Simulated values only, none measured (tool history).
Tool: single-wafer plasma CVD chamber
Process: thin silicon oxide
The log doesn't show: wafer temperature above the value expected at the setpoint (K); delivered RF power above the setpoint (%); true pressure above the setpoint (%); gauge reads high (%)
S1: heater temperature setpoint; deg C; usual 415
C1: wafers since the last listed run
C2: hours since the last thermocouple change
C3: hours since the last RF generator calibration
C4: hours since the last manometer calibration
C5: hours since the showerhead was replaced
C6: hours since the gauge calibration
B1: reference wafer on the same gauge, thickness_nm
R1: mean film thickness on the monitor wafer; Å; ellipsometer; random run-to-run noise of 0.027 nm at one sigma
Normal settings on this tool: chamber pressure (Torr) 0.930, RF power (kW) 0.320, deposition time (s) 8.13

{"run": 1, "day": 0.0, "S1": 415, "chamber pressure (Torr)": 0.987, "RF power (kW)": 0.32, "deposition time (s)": 8.13, "C1": 0, "C2": 1800.4, "C3": 1829.2, "C4": 904.7, "C5": 5100.2, "C6": 75.6, "B1": 14.503, "R1": 181.88}
{"run": 2, "day": 0.533, "S1": 415, "chamber pressure (Torr)": 0.987, "RF power (kW)": 0.32, "deposition time (s)": 8.13, "C1": 426, "C2": 1813.2, "C3": 1842.0, "C4": 917.5, "C5": 5113.0, "C6": 88.4, "B1": 14.51, "R1": 181.78}
{"run": 3, "day": 1.158, "S1": 415, "chamber pressure (Torr)": 0.987, "RF power (kW)": 0.32, "deposition time (s)": 8.13, "C1": 499, "C2": 1828.2, "C3": 1857.0, "C4": 932.5, "C5": 5128.0, "C6": 103.4, "B1": 14.5, "R1": 181.31}
{"run": 4, "day": 1.621, "S1": 415, "chamber pressure (Torr)": 0.93, "RF power (kW)": 0.32, "deposition time (s)": 8.13, "C1": 369, "C2": 1839.3, "C3": 1868.1, "C4": 943.6, "C5": 5139.1, "C6": 114.5, "B1": 14.505, "R1": 177.95}
{"run": 5, "day": 2.171, "S1": 415, "chamber pressure (Torr)": 0.93, "RF power (kW)": 0.32, "deposition time (s)": 8.13, "C1": 439, "C2": 1852.5, "C3": 1881.3, "C4": 956.8, "C5": 5152.3, "C6": 127.7, "B1": 14.503, "R1": 177.65}
{"run": 6, "day": 2.504, "S1": 415, "chamber pressure (Torr)": 0.93, "RF power (kW)": 0.32, "deposition time (s)": 8.13, "C1": 266, "C2": 1860.5, "C3": 1889.3, "C4": 964.8, "C5": 5160.3, "C6": 135.7, "B1": 14.504, "R1": 177.75}
{"run": 7, "day": 2.942, "S1": 415, "chamber pressure (Torr)": 0.93, "RF power (kW)": 0.32, "deposition time (s)": 8.13, "C1": 349, "C2": 1871.0, "C3": 1899.8, "C4": 975.3, "C5": 5170.8, "C6": 146.2, "B1": 14.498, "R1": 178.03}
{"run": 8, "day": 3.45, "S1": 415, "chamber pressure (Torr)": 0.93, "RF power (kW)": 0.32, "deposition time (s)": 8.13, "C1": 406, "C2": 1883.2, "C3": 1912.0, "C4": 987.5, "C5": 5183.0, "C6": 158.4, "B1": 14.492, "R1": 177.38}
{"day": 3.979, "done": "thermocouple changed; heater temperature recalibrated"}
{"day": 4.417, "done": "showerhead replaced"}
{"run": 9, "day": 4.438, "S1": 415, "chamber pressure (Torr)": 0.93, "RF power (kW)": 0.32, "deposition time (s)": 7.11, "C1": 256, "C2": 11.0, "C3": 1935.7, "C4": 1011.2, "C5": 0.5, "C6": 182.1, "B1": 14.502, "R1": 155.78}
{"run": 10, "day": 4.738, "S1": 415, "chamber pressure (Torr)": 0.93, "RF power (kW)": 0.32, "deposition time (s)": 7.11, "C1": 239, "C2": 18.2, "C3": 1942.9, "C4": 1018.4, "C5": 7.7, "C6": 189.3, "B1": 14.505, "R1": 155.43}
{"run": 11, "day": 5.35, "S1": 410, "chamber pressure (Torr)": 1.1, "RF power (kW)": 0.32, "deposition time (s)": 8.13, "C1": 489, "C2": 32.9, "C3": 1957.6, "C4": 1033.1, "C5": 22.4, "C6": 204.0, "B1": 14.49, "R1": 190.84}
{"run": 12, "day": 5.675, "S1": 402, "chamber pressure (Torr)": 0.93, "RF power (kW)": 0.305, "deposition time (s)": 6.84, "C1": 259, "C2": 40.7, "C3": 1965.4, "C4": 1040.9, "C5": 30.2, "C6": 211.8, "B1": 14.495, "R1": 146.42}
{"day": 6.138, "done": "gauge calibrated"}
{"day": 6.25, "done": "RF generator calibrated"}
{"day": 6.733, "done": "capacitance manometer re-zeroed and calibrated"}
{"run": 13, "day": 6.754, "S1": 415, "chamber pressure (Torr)": 1.039, "RF power (kW)": 0.305, "deposition time (s)": 8.13, "C1": 329, "C2": 66.6, "C3": 12.1, "C4": 0.5, "C5": 56.1, "C6": 14.8, "B1": 14.511, "R1": 185.22}
{"run": 14, "day": 7.092, "S1": 415, "chamber pressure (Torr)": 0.93, "RF power (kW)": 0.32, "deposition time (s)": 8.13, "C1": 269, "C2": 74.7, "C3": 20.2, "C4": 8.6, "C5": 64.2, "C6": 22.9, "B1": 14.496, "R1": 180.36}
{"run": 15, "day": 7.438, "S1": 415, "chamber pressure (Torr)": 1.038, "RF power (kW)": 0.32, "deposition time (s)": 8.63, "C1": 276, "C2": 83.0, "C3": 28.5, "C4": 16.9, "C5": 72.5, "C6": 31.2, "B1": 14.495, "R1": 202.04}
{"run": 16, "day": 7.75, "S1": 415, "chamber pressure (Torr)": 0.93, "RF power (kW)": 0.32, "deposition time (s)": 8.13, "C1": 249, "C2": 90.5, "C3": 36.0, "C4": 24.4, "C5": 80.0, "C6": 38.7, "B1": 14.5, "R1": 180.46}
{"run": 17, "day": 8.129, "S1": 415, "chamber pressure (Torr)": 0.93, "RF power (kW)": 0.32, "deposition time (s)": 8.71, "C1": 303, "C2": 99.6, "C3": 45.1, "C4": 33.5, "C5": 89.1, "C6": 47.8, "B1": 14.5, "R1": 193.22}
{"run": 18, "day": 8.458, "S1": 415, "chamber pressure (Torr)": 0.738, "RF power (kW)": 0.32, "deposition time (s)": 9.49, "C1": 263, "C2": 107.5, "C3": 53.0, "C4": 41.4, "C5": 97.0, "C6": 55.7, "B1": 14.497, "R1": 187.67}
{"run": 19, "day": 8.921, "S1": 415, "chamber pressure (Torr)": 0.93, "RF power (kW)": 0.365, "deposition time (s)": 8.13, "C1": 369, "C2": 118.6, "C3": 64.1, "C4": 52.5, "C5": 108.1, "C6": 66.8, "B1": 14.499, "R1": 193.98}
{"run": 20, "day": 9.296, "S1": 408, "chamber pressure (Torr)": 0.804, "RF power (kW)": 0.36, "deposition time (s)": 8.13, "C1": 299, "C2": 127.6, "C3": 73.1, "C4": 61.5, "C5": 117.1, "C6": 75.8, "B1": 14.507, "R1": 178.89}

Consider 5 possible next runs. They are alternatives, not a sequence: every one starts from the tool as it was left by run 20. What does each give?
{"run": "A", "day": 9.312, "S1": 415, "chamber pressure (Torr)": 0.93, "RF power (kW)": 0.32, "deposition time (s)": 8.13, "C1": 13, "C2": 128.0, "C3": 73.5, "C4": 61.9, "C5": 117.5, "C6": 76.2, "B1": "?", "R1": "?"}
{"run": "B", "day": 9.312, "S1": 415, "chamber pressure (Torr)": 0.93, "RF power (kW)": 0.345, "deposition time (s)": 8.13, "C1": 13, "C2": 128.0, "C3": 73.5, "C4": 61.9, "C5": 117.5, "C6": 76.2, "B1": "?", "R1": "?"}
{"run": "C", "day": 9.312, "S1": 411, "chamber pressure (Torr)": 1.008, "RF power (kW)": 0.28, "deposition time (s)": 7.17, "C1": 13, "C2": 128.0, "C3": 73.5, "C4": 61.9, "C5": 117.5, "C6": 76.2, "B1": "?", "R1": "?"}
{"run": "D", "day": 9.312, "S1": 429, "chamber pressure (Torr)": 0.93, "RF power (kW)": 0.28, "deposition time (s)": 7.54, "C1": 13, "C2": 128.0, "C3": 73.5, "C4": 61.9, "C5": 117.5, "C6": 76.2, "B1": "?", "R1": "?"}
{"run": "E", "day": 9.312, "S1": 404, "chamber pressure (Torr)": 1.142, "RF power (kW)": 0.28, "deposition time (s)": 7.48, "C1": 13, "C2": 128.0, "C3": 73.5, "C4": 61.9, "C5": 117.5, "C6": 76.2, "B1": "?", "R1": "?"}

run=A B1=14.494 R1=180.38
run=B B1=14.494 R1=188.09
run=C B1=14.494 R1=152.77
run=D B1=14.494 R1=152.78
run=E B1=14.494 R1=168.80
The same runs, with their run-to-run variation unchanged, on a tool lacking any hidden condition would have given:
run=A R1=179.76
run=B R1=187.44
run=C R1=152.63
run=D R1=152.35
run=E R1=168.65
